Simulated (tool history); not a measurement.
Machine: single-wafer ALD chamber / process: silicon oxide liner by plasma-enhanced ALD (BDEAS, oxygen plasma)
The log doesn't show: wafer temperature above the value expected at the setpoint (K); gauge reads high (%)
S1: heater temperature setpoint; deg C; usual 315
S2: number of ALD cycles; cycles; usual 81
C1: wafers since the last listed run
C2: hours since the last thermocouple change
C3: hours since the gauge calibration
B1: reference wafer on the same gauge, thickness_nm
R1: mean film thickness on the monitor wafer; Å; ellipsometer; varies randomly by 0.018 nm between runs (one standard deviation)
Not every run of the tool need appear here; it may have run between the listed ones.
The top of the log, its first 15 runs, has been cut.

run 16 hour=415.1 | S1=315 S2=81 | C1=87 C2=762.4 C3=666.8 | B1=6.423 | R1=72.73
run 17 hour=442.1 | S1=315 S2=81 | C1=128 C2=789.4 C3=693.8 | B1=6.423 | R1=73.3
run 18 hour=468.2 | S1=315 S2=81 | C1=124 C2=815.5 C3=719.9 | B1=6.42 | R1=72.68
-- hour=471.2 gauge calibrated
run 19 hour=483.2 | S1=311 S2=77 | C1=71 C2=830.5 C3=12 | B1=6.413 | R1=69.99
run 20 hour=505.8 | S1=305 S2=85 | C1=107 C2=853.1 C3=34.6 | B1=6.42 | R1=77.62
run 21 hour=528.4 | S1=319 S2=72 | C1=107 C2=875.7 C3=57.2 | B1=6.424 | R1=64.5
run 22 hour=556.6 | S1=315 S2=81 | C1=134 C2=903.9 C3=85.4 | B1=6.426 | R1=73.27
run 23 hour=578 | S1=306 S2=67 | C1=101 C2=925.3 C3=106.8 | B1=6.42 | R1=61.33
run 24 hour=607.6 | S1=320 S2=94 | C1=140 C2=954.9 C3=136.4 | B1=6.418 | R1=84.3
run 25 hour=624.7 | S1=309 S2=72 | C1=81 C2=972 C3=153.5 | B1=6.422 | R1=65.79
run 26 hour=656.5 | S1=328 S2=89 | C1=151 C2=1003.8 C3=185.3 | B1=6.417 | R1=78.69
run 27 hour=676.5 | S1=320 S2=86 | C1=95 C2=1023.8 C3=205.3 | B1=6.416 | R1=77.02
run 28 hour=697.2 | S1=304 S2=81 | C1=98 C2=1044.5 C3=226 | B1=6.425 | R1=75.07
-- hour=728.4 thermocouple changed; heater temperature recalibrated
run 29 hour=770.8 | S1=324 S2=81 | C1=312 C2=42.4 C3=299.6 | B1=6.414 | R1=71.78
run 30 hour=797 | S1=309 S2=81 | C1=124 C2=68.6 C3=325.8 | B1=6.417 | R1=73.38
run 31 hour=824.7 | S1=315 S2=81 | C1=131 C2=96.3 C3=353.5 | B1=6.414 | R1=72.67
run 32 hour=838.3 | S1=315 S2=81 | C1=64 C2=109.9 C3=367.1 | B1=6.421 | R1=72.6
run 33 hour=863.9 | S1=326 S2=85 | C1=121 C2=135.5 C3=392.7 | B1=6.426 | R1=74.55
run 34 hour=897.2 | S1=300 S2=75 | C1=158 C2=168.8 C3=426 | B1=6.421 | R1=68.86
run 35 hour=924.7 | S1=315 S2=81 | C1=130 C2=196.3 C3=453.5 | B1=6.419 | R1=72.4
run 36 hour=958 | S1=315 S2=86 | C1=158 C2=229.6 C3=486.8 | B1=6.417 | R1=76.71
run 37 hour=970.3 | S1=315 S2=91 | C1=58 C2=241.9 C3=499.1 | B1=6.419 | R1=81.29

Forecast each of these 5 alternatives for the next run:
run A hour=970.8 | S1=303 S2=81 | C1=2 C2=242.4 C3=499.6 | B1=? | R1=?
run B hour=970.8 | S1=329 S2=75 | C1=2 C2=242.4 C3=499.6 | B1=? | R1=?
run C hour=970.8 | S1=303 S2=70 | C1=2 C2=242.4 C3=499.6 | B1=? | R1=?
run D hour=970.8 | S1=308 S2=93 | C1=2 C2=242.4 C3=499.6 | B1=? | R1=?
run E hour=970.8 | S1=329 S2=90 | C1=2 C2=242.4 C3=499.6 | B1=? | R1=?

run=A B1=6.419 R1=73.59
run=B B1=6.419 R1=65.31
run=C B1=6.419 R1=63.6
run=D B1=6.419 R1=83.82
run=E B1=6.419 R1=78.37
The same runs, with their run-to-run variation unchanged, on a tool lacking any hidden condition would have given:
run=A R1=73.64
run=B R1=65.36
run=C R1=63.64
run=D R1=83.88
run=E R1=78.43
